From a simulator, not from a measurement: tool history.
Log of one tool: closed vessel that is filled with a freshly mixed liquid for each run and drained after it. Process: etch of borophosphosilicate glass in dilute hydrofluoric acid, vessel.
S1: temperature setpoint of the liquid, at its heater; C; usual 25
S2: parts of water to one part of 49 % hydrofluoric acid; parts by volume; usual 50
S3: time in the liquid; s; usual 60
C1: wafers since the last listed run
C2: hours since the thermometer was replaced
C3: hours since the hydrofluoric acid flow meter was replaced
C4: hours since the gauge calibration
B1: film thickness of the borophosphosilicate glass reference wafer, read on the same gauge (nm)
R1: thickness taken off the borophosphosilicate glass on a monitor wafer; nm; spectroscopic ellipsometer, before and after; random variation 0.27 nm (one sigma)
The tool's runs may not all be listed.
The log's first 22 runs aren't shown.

{"run": 23, "hour": 1601.7, "S1": 25, "S2": 50, "S3": 60, "C1": 3067, "C2": 389.6, "C3": 503.6, "C4": 762.4, "B1": 70.01, "R1": 75.95}
{"run": 24, "hour": 1689.0, "S1": 28, "S2": 25, "S3": 75, "C1": 6956, "C2": 476.9, "C3": 590.9, "C4": 849.7, "B1": 70.01, "R1": 221.74}
{"run": 25, "hour": 1744.5, "S1": 25, "S2": 40, "S3": 40, "C1": 4422, "C2": 532.4, "C3": 646.4, "C4": 905.2, "B1": 70.01, "R1": 64.05}
{"run": 26, "hour": 1848.7, "S1": 25, "S2": 50, "S3": 90, "C1": 8303, "C2": 636.6, "C3": 750.6, "C4": 1009.4, "B1": 69.99, "R1": 113.64}
{"run": 27, "hour": 1946.3, "S1": 25, "S2": 50, "S3": 60, "C1": 7777, "C2": 734.2, "C3": 848.2, "C4": 1107, "B1": 70, "R1": 76.2}
{"run": 28, "hour": 2021.7, "S1": 22, "S2": 50, "S3": 60, "C1": 6008, "C2": 809.6, "C3": 923.6, "C4": 1182.4, "B1": 70, "R1": 67.68}
{"hour": 2107.9, "done": "thermometer replaced"}
{"run": 29, "hour": 2120.9, "S1": 25, "S2": 50, "S3": 95, "C1": 7825, "C2": 13, "C3": 1022.8, "C4": 1281.6, "B1": 70, "R1": 120.07}
{"run": 30, "hour": 2215.4, "S1": 21, "S2": 35, "S3": 75, "C1": 7530, "C2": 107.5, "C3": 1117.3, "C4": 1376.1, "B1": 70, "R1": 117.68}
{"run": 31, "hour": 2273.9, "S1": 21.5, "S2": 25, "S3": 60, "C1": 4661, "C2": 166, "C3": 1175.8, "C4": 1434.6, "B1": 70, "R1": 135.12}

5 ways to go on from here, each from the tool as it stands after run 31. What would each give?
{"run": "A", "hour": 2274.6, "S1": 25, "S2": 70, "S3": 60, "C1": 55, "C2": 166.7, "C3": 1176.5, "C4": 1435.3, "B1": "?", "R1": "?"}
{"run": "B", "hour": 2274.6, "S1": 22.5, "S2": 50, "S3": 50, "C1": 55, "C2": 166.7, "C3": 1176.5, "C4": 1435.3, "B1": "?", "R1": "?"}
{"run": "C", "hour": 2274.6, "S1": 25, "S2": 65, "S3": 60, "C1": 55, "C2": 166.7, "C3": 1176.5, "C4": 1435.3, "B1": "?", "R1": "?"}
{"run": "D", "hour": 2274.6, "S1": 22, "S2": 70, "S3": 45, "C1": 55, "C2": 166.7, "C3": 1176.5, "C4": 1435.3, "B1": "?", "R1": "?"}
{"run": "E", "hour": 2274.6, "S1": 25, "S2": 30, "S3": 60, "C1": 55, "C2": 166.7, "C3": 1176.5, "C4": 1435.3, "B1": "?", "R1": "?"}

run=A B1=69.99 R1=52.94
run=B B1=69.99 R1=57.24
run=C B1=69.99 R1=57.4
run=D B1=69.99 R1=35.15
run=E B1=69.99 R1=130.45
Without the tool's hidden state the same runs would have given:
run=A R1=52.65
run=B R1=56.91
run=C R1=57.07
run=D R1=34.95
run=E R1=129.69
